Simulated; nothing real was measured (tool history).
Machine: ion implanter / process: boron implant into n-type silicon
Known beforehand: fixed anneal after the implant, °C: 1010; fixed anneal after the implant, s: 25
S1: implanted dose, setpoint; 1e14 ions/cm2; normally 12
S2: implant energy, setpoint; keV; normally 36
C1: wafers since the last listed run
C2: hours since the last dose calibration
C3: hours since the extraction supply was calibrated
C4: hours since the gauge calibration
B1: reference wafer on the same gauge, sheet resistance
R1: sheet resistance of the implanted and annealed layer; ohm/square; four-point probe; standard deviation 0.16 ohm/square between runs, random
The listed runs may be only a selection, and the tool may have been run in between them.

run,hour,S1,S2,C1,C2,C3,C4,B1,R1
1,0,12,26.5,0,539.3,2274.7,1728.3,86.99,108.04
2,27.2,12,26.5,585,566.5,2301.9,1755.5,87.03,107.87
# hour 47.1: Faraday cup replaced and dose calibrated
3,92,12,36,1222,44.9,2366.7,1820.3,87,104.91
4,157,12,36,1398,109.9,2431.7,1885.3,87.01,105.47
5,209.7,12,36,1134,162.6,2484.4,1938,86.94,105.49
6,275.6,9.51,36,1418,228.5,2550.3,2003.9,87.02,127.93
# hour 335.4: extraction supply calibrated
7,380,9.51,36,2074,332.9,44.6,2108.3,87.05,128.25
8,411.3,12,36,673,364.2,75.9,2139.6,87.03,105.91
9,482.6,12,36,1534,435.5,147.2,2210.9,87.01,105.9
# hour 543.1: Faraday cup replaced and dose calibrated
10,543.6,12,44,1140,0.5,208.2,2271.9,87.03,103.64
11,607.5,12,44,1375,64.4,272.1,2335.8,87,104.18
12,633.6,12,36,561,90.5,298.2,2361.9,86.98,105.41
13,665.9,12,36,695,122.8,330.5,2394.2,87,105.55
14,710.7,12,36,964,167.6,375.3,2439,87.01,105.88
# hour 713.5: gauge calibrated
15,742.9,12,47,692,199.8,407.5,29.4,86.99,104.06
16,772.2,12,36,630,229.1,436.8,58.7,86.99,105.86
17,824.5,13.63,24.5,1125,281.4,489.1,111,87,98.27
18,862.8,12,36,824,319.7,527.4,149.3,86.99,105.85
19,908.4,15.32,47.5,981,365.3,573,194.9,86.99,85.19
20,937.3,12,28.5,621,394.2,601.9,223.8,87.03,107.64
21,1003.9,12,32,1433,460.8,668.5,290.4,87.01,106.73
22,1070.2,14.78,36,1426,527.1,734.8,356.7,87.02,89.53
23,1121.8,10.37,46,1110,578.7,786.4,408.3,87,118.06
# hour 1134.3: Faraday cup replaced and dose calibrated
24,1148,11.08,25,391,13.7,812.6,434.5,87.03,114.74
25,1174.6,9.36,36,572,40.3,839.2,461.1,86.98,128.86
26,1241.5,12,46.5,1439,107.2,906.1,528,87.01,103.91
27,1313.2,12,36,1542,178.9,977.8,599.7,86.98,105.79
28,1353.2,12,36,860,218.9,1017.8,639.7,86.98,105.5
29,1392.6,12,43,847,258.3,1057.2,679.1,87.03,104.93
30,1462,15.19,36,1493,327.7,1126.6,748.5,86.96,87.42
31,1501.2,9.69,44.5,843,366.9,1165.8,787.7,86.98,124.47
32,1558.4,12,25,1230,424.1,1223,844.9,87.02,108.64
# hour 1718: Faraday cup replaced and dose calibrated
33,1735.8,10.3,36,3645,17.8,1400.4,1022.3,87.03,119.66
34,1790.4,13.55,27.5,1174,72.4,1455,1076.9,86.99,97.32
35,1958.3,14.36,36,3612,240.3,1622.9,1244.8,86.99,91.37
36,1993.4,13.29,42.5,755,275.4,1658,1279.9,86.98,96.31

Results per run with the tool's hidden condition removed, run-to-run variation unchanged:
Hidden conditions of the tool in this case: deviation of the true dose from the Faraday cup's reading, %; deviation of the true energy from its setpoint, %; gauge reads high (%).
run,R1
1,106.85
2,106.67
3,104.73
4,104.99
5,104.85
6,126.98
7,127.11
8,104.94
9,104.87
10,103.61
11,103.78
12,104.9
13,104.91
14,105.1
15,103.21
16,104.95
17,97.4
18,104.81
19,84.29
20,106.52
21,105.57
22,88.54
23,116.74
24,114.57
25,128.48
26,103.29
27,104.95
28,104.57
29,103.94
30,86.53
31,123.16
32,107.46
33,119.33
34,96.81
35,90.44
36,95.27

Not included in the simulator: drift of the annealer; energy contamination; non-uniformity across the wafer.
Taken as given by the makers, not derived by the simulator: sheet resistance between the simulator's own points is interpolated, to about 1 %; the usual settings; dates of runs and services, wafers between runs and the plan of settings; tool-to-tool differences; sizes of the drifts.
